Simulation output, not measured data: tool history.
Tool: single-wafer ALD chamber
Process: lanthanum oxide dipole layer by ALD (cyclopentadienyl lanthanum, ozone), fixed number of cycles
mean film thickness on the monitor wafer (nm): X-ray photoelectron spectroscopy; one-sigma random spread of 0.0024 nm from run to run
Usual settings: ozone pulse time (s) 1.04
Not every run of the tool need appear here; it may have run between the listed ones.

run	hour	ozone pulse time (s)	read-back reference wafer on the same gauge, thickness_nm	mean film thickness on the monitor wafer (nm)
1	0.0	1.18	0.397	0.491
2	71.0	1.18	0.397	0.490
3	126.3	1.04	0.397	0.469
4	181.3	1.04	0.397	0.470
5	211.5	1.33	0.397	0.509
6	255.0	1.33	0.398	0.511
7	310.4	1.33	0.397	0.509
# hour 345.3: ozone generator serviced
8	375.4	1.04	0.397	0.483
# hour 418.6: gauge calibrated
# hour 418.7: showerhead replaced
# hour 438.0: thermocouple changed; heater temperature recalibrated
9	446.0	1.04	0.397	0.485
10	631.5	0.86	0.397	0.431
11	658.4	0.80	0.397	0.410
12	719.2	1.04	0.398	0.474
13	749.6	0.76	0.397	0.401
14	795.2	1.25	0.397	0.496
15	842.0	1.04	0.397	0.475
# hour 892.3: ozone generator serviced
16	912.7	1.04	0.397	0.485
17	941.1	0.89	0.397	0.450
18	980.5	0.82	0.397	0.429
19	1033.0	1.33	0.397	0.516
20	1088.5	1.28	0.397	0.506
21	1140.3	1.37	0.397	0.512
22	1186.0	1.04	0.397	0.474
23	1245.0	0.73	0.397	0.386
24	1294.4	1.35	0.397	0.512
25	1319.0	0.72	0.397	0.380
26	1371.3	0.87	0.397	0.428
27	1433.1	1.04	0.398	0.464
# hour 1472.5: ozone generator serviced
28	1473.0	1.04	0.397	0.484
29	1519.7	1.36	0.397	0.527
30	1566.4	0.81	0.397	0.427
31	1626.0	0.67	0.397	0.368
32	1682.8	1.04	0.397	0.472
33	1739.6	1.33	0.397	0.511

Each row is a separate what-if for the run after 33, all from the same tool condition, not one after another. Results?
A	1740.0	1.04	?	?
B	1740.0	0.74	?	?
C	1740.0	1.42	?	?
D	1740.0	1.27	?	?
E	1740.0	1.39	?	?

run	read-back reference wafer on the same gauge, thickness_nm	mean film thickness on the monitor wafer (nm)
A	0.397	0.471
B	0.397	0.390
C	0.397	0.520
D	0.397	0.505
E	0.397	0.517
With the hidden condition removed and each run's random variation left untouched, the same runs would have given:
run	mean film thickness on the monitor wafer (nm)
A	0.488
B	0.413
C	0.530
D	0.518
E	0.528

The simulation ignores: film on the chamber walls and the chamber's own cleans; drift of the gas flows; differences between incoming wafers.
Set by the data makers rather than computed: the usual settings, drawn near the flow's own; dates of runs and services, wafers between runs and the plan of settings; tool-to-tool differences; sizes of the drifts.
